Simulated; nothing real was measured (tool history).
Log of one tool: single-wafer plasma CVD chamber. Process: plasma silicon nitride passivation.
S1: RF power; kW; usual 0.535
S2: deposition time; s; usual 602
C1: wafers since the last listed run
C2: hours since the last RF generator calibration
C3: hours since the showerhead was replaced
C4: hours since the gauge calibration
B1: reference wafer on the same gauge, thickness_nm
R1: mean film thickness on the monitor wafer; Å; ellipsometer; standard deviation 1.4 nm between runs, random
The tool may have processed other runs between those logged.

run,hour,S1,S2,C1,C2,C3,C4,B1,R1
1,0,0.505,684,0,1842.4,2421.9,268.9,1029.819,9780.02
2,22.6,0.505,684,90,1865,2444.5,291.5,1030.221,9737.68
3,44.2,0.535,602,86,1886.6,2466.1,313.1,1029.886,8791.63
4,60.7,0.535,602,65,1903.1,2482.6,329.6,1030.232,8792.51
5,95.5,0.535,687,138,1937.9,2517.4,364.4,1030.014,10012.22
# hour 123.8: gauge calibrated
6,124.1,0.535,602,114,1966.5,2546,0.3,1029.976,8749.4
7,142.9,0.535,602,75,1985.3,2564.8,19.1,1029.791,8766.87
8,175.6,0.535,602,130,2018,2597.5,51.8,1030.067,8785.95
9,189.5,0.535,602,55,2031.9,2611.4,65.7,1029.837,8789.4
10,205.7,0.535,602,64,2048.1,2627.6,81.9,1030.131,8742.77
11,226.3,0.59,491,82,2068.7,2648.2,102.5,1029.92,7432.91
# hour 255.4: RF generator calibrated
# hour 260.8: showerhead replaced
12,261.3,0.445,549,86,5.9,0.5,137.5,1029.576,7637.98
13,272,0.64,667,42,16.6,11.2,148.2,1030.482,10712.15
14,290.1,0.535,602,72,34.7,29.3,166.3,1029.971,9051.34
15,304.2,0.49,699,56,48.8,43.4,180.4,1030.315,10128.99
16,389.5,0.605,689,340,134.1,128.7,265.7,1029.641,10798.91

Here are 5 independent what-if runs from the current tool condition. What would each one return?
A,390.1,0.435,602,2,134.7,129.3,266.3,?,?
B,390.1,0.565,560,2,134.7,129.3,266.3,?,?
C,390.1,0.535,564,2,134.7,129.3,266.3,?,?
D,390.1,0.47,602,2,134.7,129.3,266.3,?,?
E,390.1,0.5,661,2,134.7,129.3,266.3,?,?

run,B1,R1
A,1030.03,8285.9
B,1030.03,8556.02
C,1030.03,8437.47
D,1030.03,8554.18
E,1030.03,9628.92
With no hidden state in the tool, these same runs would have given:
run,R1
A,8334.52
B,8606.23
C,8486.99
D,8604.38
E,9685.42
